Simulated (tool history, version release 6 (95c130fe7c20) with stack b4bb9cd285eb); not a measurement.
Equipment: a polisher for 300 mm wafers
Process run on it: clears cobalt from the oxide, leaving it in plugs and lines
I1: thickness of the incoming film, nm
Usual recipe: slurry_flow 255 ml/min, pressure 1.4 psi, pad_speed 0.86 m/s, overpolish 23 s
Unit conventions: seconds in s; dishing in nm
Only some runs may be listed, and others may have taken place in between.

run 1 hour=0.0 | slurry_flow=280 pressure=1.4 pad_speed=0.70 overpolish=23 | I1=202.0 | seconds=77.9 dishing=51.4
run 2 hour=22.8 | slurry_flow=280 pressure=1.4 pad_speed=0.70 overpolish=23 | I1=197.1 | seconds=77.5 dishing=50.2
run 3 hour=46.3 | slurry_flow=295 pressure=1.4 pad_speed=1.10 overpolish=23 | I1=200.1 | seconds=51.1 dishing=63.5
run 4 hour=59.0 | slurry_flow=295 pressure=1.4 pad_speed=1.10 overpolish=23 | I1=197.1 | seconds=50.0 dishing=62.2
-- hour=71.5 worn pad replaced by a new one
run 5 hour=85.3 | slurry_flow=285 pressure=1.4 pad_speed=0.86 overpolish=23 | I1=199.0 | seconds=61.5 dishing=57.6
run 6 hour=101.3 | slurry_flow=255 pressure=1.4 pad_speed=0.86 overpolish=23 | I1=199.7 | seconds=61.1 dishing=56.9
run 7 hour=129.1 | slurry_flow=255 pressure=1.4 pad_speed=0.86 overpolish=23 | I1=198.6 | seconds=64.4 dishing=56.4
run 8 hour=145.1 | slurry_flow=255 pressure=1.4 pad_speed=0.86 overpolish=23 | I1=197.3 | seconds=63.3 dishing=55.3
-- hour=161.0 worn pad replaced by a new one
run 9 hour=165.2 | slurry_flow=255 pressure=1.4 pad_speed=0.86 overpolish=23 | I1=202.3 | seconds=68.3 dishing=54.3
run 10 hour=187.9 | slurry_flow=255 pressure=1.4 pad_speed=0.86 overpolish=23 | I1=199.8 | seconds=68.8 dishing=52.5
run 11 hour=207.4 | slurry_flow=255 pressure=1.4 pad_speed=0.86 overpolish=23 | I1=198.5 | seconds=68.8 dishing=52.7
run 12 hour=226.5 | slurry_flow=255 pressure=1.4 pad_speed=1.16 overpolish=23 | I1=199.9 | seconds=52.7 dishing=63.7
-- hour=242.9 worn pad replaced by a new one, repeated, since the last time left the tool worse
run 13 hour=291.7 | slurry_flow=255 pressure=1.4 pad_speed=0.86 overpolish=23 | I1=201.1 | seconds=63.6 dishing=56.2
run 14 hour=306.5 | slurry_flow=255 pressure=1.4 pad_speed=0.86 overpolish=23 | I1=199.4 | seconds=64.2 dishing=58.0
-- hour=318.3 head pressure recalibrated
run 15 hour=336.9 | slurry_flow=255 pressure=1.4 pad_speed=0.68 overpolish=11 | I1=201.5 | seconds=84.9 dishing=26.6
-- hour=341.6 worn pad replaced by a new one
-- hour=343.4 slurry nozzle cleaned
run 16 hour=365.7 | slurry_flow=285 pressure=1.1 pad_speed=1.14 overpolish=29 | I1=199.9 | seconds=57.8 dishing=68.0
run 17 hour=383.5 | slurry_flow=255 pressure=1.4 pad_speed=0.86 overpolish=36 | I1=197.9 | seconds=60.5 dishing=72.7
run 18 hour=419.3 | slurry_flow=255 pressure=1.6 pad_speed=0.94 overpolish=33 | I1=197.8 | seconds=50.8 dishing=74.5
run 19 hour=436.8 | slurry_flow=255 pressure=1.4 pad_speed=0.86 overpolish=10 | I1=196.9 | seconds=65.3 dishing=30.4
-- hour=444.0 worn pad replaced by a new one
run 20 hour=469.3 | slurry_flow=165 pressure=1.1 pad_speed=0.86 overpolish=23 | I1=198.2 | seconds=79.1 dishing=46.1
run 21 hour=487.9 | slurry_flow=255 pressure=1.4 pad_speed=0.86 overpolish=23 | I1=203.4 | seconds=64.1 dishing=55.9

Predict each of these 5 candidate next runs independently; none follows another, all start after run 21:
run A hour=488.3 | slurry_flow=255 pressure=1.4 pad_speed=0.86 overpolish=23 | I1=198.8 | seconds=? dishing=?
run B hour=488.3 | slurry_flow=185 pressure=1.6 pad_speed=0.94 overpolish=32 | I1=198.8 | seconds=? dishing=?
run C hour=488.3 | slurry_flow=205 pressure=1.5 pad_speed=0.58 overpolish=23 | I1=198.8 | seconds=? dishing=?
run D hour=488.3 | slurry_flow=170 pressure=1.3 pad_speed=0.66 overpolish=18 | I1=198.8 | seconds=? dishing=?
run E hour=488.3 | slurry_flow=255 pressure=1.5 pad_speed=0.86 overpolish=23 | I1=198.8 | seconds=? dishing=?

run=A seconds=62.1 dishing=58.6
run=B seconds=51.1 dishing=77.1
run=C seconds=87.6 dishing=46.7
run=D seconds=90.3 dishing=38.0
run=E seconds=58.0 dishing=61.1
With no hidden state in the tool, these same runs would have given:
run=A seconds=60.6 dishing=59.5
run=B seconds=49.9 dishing=77.9
run=C seconds=85.4 dishing=47.6
run=D seconds=88.1 dishing=38.7
run=E seconds=56.6 dishing=62.0

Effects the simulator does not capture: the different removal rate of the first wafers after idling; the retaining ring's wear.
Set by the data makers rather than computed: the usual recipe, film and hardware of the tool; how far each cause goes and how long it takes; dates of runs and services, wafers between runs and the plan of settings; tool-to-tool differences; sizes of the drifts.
